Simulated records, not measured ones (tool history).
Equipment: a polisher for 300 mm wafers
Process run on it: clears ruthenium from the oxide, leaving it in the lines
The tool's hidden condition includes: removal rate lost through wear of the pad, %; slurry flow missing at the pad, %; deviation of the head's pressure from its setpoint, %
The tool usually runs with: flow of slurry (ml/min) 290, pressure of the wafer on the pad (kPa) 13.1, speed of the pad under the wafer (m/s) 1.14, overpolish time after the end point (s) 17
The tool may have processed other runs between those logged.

run    hour  flow of slurry (ml/min)  pressure of the wafer on the pad (kPa)  speed of the pad under the wafer (m/s)  overpolish time after the end point (s)  wafers since the last listed run  wafers polished on this pad  hours since the slurry nozzle was cleaned  hours since the head pressure was calibrated  incoming thickness of the incoming film, nm  time until the end point was called (s)
  1     0.0                      290                                    10.3                                    1.14                                       10                                 0                          537                                       26.3                                          97.6                                        124.5                                    110.2
  2    75.2                      290                                    13.1                                    1.14                                       17                               416                          953                                      101.5                                         172.8                                        126.1                                     92.0
  3   259.6                      290                                    13.1                                    1.14                                       17                              1020                         1974                                      285.9                                         357.2                                        125.7                                     94.0
  4   366.8                      290                                    13.1                                    1.14                                       17                               593                         2567                                      393.1                                         464.4                                        125.0                                     88.4
  5   464.1                      290                                    13.1                                    1.14                                       17                               538                         3105                                      490.4                                         561.7                                        123.3                                     89.5
      486.9  -- head pressure recalibrated
      523.9  -- worn pad replaced by a new one
  6   547.6                      290                                    13.1                                    1.24                                       17                               428                          131                                      573.9                                          60.7                                        124.1                                     81.7
      593.8  -- slurry nozzle cleaned
  7   636.8                      290                                    13.1                                    1.14                                       17                               488                          619                                       43.0                                         149.9                                        123.7                                     87.7
  8   733.1                      290                                    13.1                                    1.14                                       17                               532                         1152                                      139.3                                         246.2                                        125.1                                     90.7
  9   805.2                      290                                    13.1                                    1.14                                       17                               398                         1551                                      211.4                                         318.3                                        127.4                                     93.2
 10   889.4                      290                                    13.1                                    1.14                                       17                               465                         2017                                      295.6                                         402.5                                        126.0                                     92.2
 11   943.1                      290                                    13.1                                    1.14                                       17                               297                         2314                                      349.3                                         456.2                                        126.0                                     91.2
 12  1046.2                      290                                    13.1                                    1.14                                       17                               570                         2884                                      452.4                                         559.3                                        124.9                                     92.9
     1078.1  -- head pressure recalibrated
     1101.1  -- worn pad replaced by a new one
 13  1146.0                      290                                    15.9                                    1.14                                       17                               519                          248                                      552.2                                          67.9                                        124.1                                     79.0
     1207.5  -- slurry nozzle cleaned
 14  1222.0                      290                                    13.1                                    0.86                                       17                               415                          663                                       14.5                                         143.9                                        125.4                                    111.0
 15  1529.2                      290                                    13.1                                    0.86                                       17                              1699                         2363                                      321.7                                         451.1                                        124.5                                    109.4
     1648.0  -- worn pad replaced by a new one
     1659.0  -- head pressure recalibrated
 16  1699.8                      290                                    13.1                                    1.14                                       17                               910                          275                                      492.3                                          40.8                                        123.0                                     91.7
 17  1777.7                      360                                     9.7                                    1.32                                       23                               431                          706                                      570.2                                         118.7                                        123.9                                    100.1
     1836.1  -- slurry nozzle cleaned
 18  1877.4                      290                                    13.1                                    0.82                                       21                               546                         1252                                       41.3                                         218.4                                        123.1                                    111.8
 19  1935.9                      290                                    17.9                                    1.14                                       17                               323                         1576                                       99.8                                         276.9                                        126.1                                     71.1
 20  2018.7                      290                                    13.1                                    1.14                                       17                               458                         2034                                      182.6                                         359.7                                        125.7                                     90.2
 21  2111.8                      290                                    13.1                                    1.14                                       17                               515                         2550                                      275.7                                         452.8                                        127.5                                     91.6
     2173.2  -- worn pad replaced by a new one
 22  2215.1                      375                                    11.7                                    1.34                                       27                               549                          231                                      379.0                                         556.1                                        123.7                                     85.7
 23  2274.3                      290                                    13.1                                    1.14                                       17                               327                          559                                      438.2                                         615.3                                        127.3                                     88.7
     2284.0  -- head pressure recalibrated
     2365.9  -- slurry nozzle cleaned
 24  2379.9                      195                                     8.3                                    1.14                                        8                               567                         1127                                       14.0                                          95.9                                        125.1                                    130.9
 25  2446.3                      240                                    13.1                                    0.94                                       22                               367                         1494                                       80.4                                         162.3                                        123.0                                    104.6
 26  2531.3                      385                                    11.0                                    1.14                                       24                               470                         1964                                      165.4                                         247.3                                        126.1                                    101.7
 27  2572.5                      290                                    13.1                                    1.14                                       17                               227                         2192                                      206.6                                         288.5                                        126.2                                     92.0
 28  2641.8                      290                                    13.1                                    1.14                                       17                               383                         2576                                      275.9                                         357.8                                        126.4                                     93.6
     2696.9  -- worn pad replaced by a new one
 29  2710.6                      290                                    13.1                                    1.14                                       20                               358                           75                                      344.7                                         426.6                                        123.7                                     89.9
 30  2761.4                      215                                    13.1                                    1.14                                       17                               281                          357                                      395.5                                         477.4                                        127.5                                     96.4

Give the tool's hidden conditions for every run:
removal rate lost through wear of the pad, %: 0 at every run
slurry flow missing at the pad, %: 0 at every run
deviation of the head's pressure from its setpoint, %: 0 at every run

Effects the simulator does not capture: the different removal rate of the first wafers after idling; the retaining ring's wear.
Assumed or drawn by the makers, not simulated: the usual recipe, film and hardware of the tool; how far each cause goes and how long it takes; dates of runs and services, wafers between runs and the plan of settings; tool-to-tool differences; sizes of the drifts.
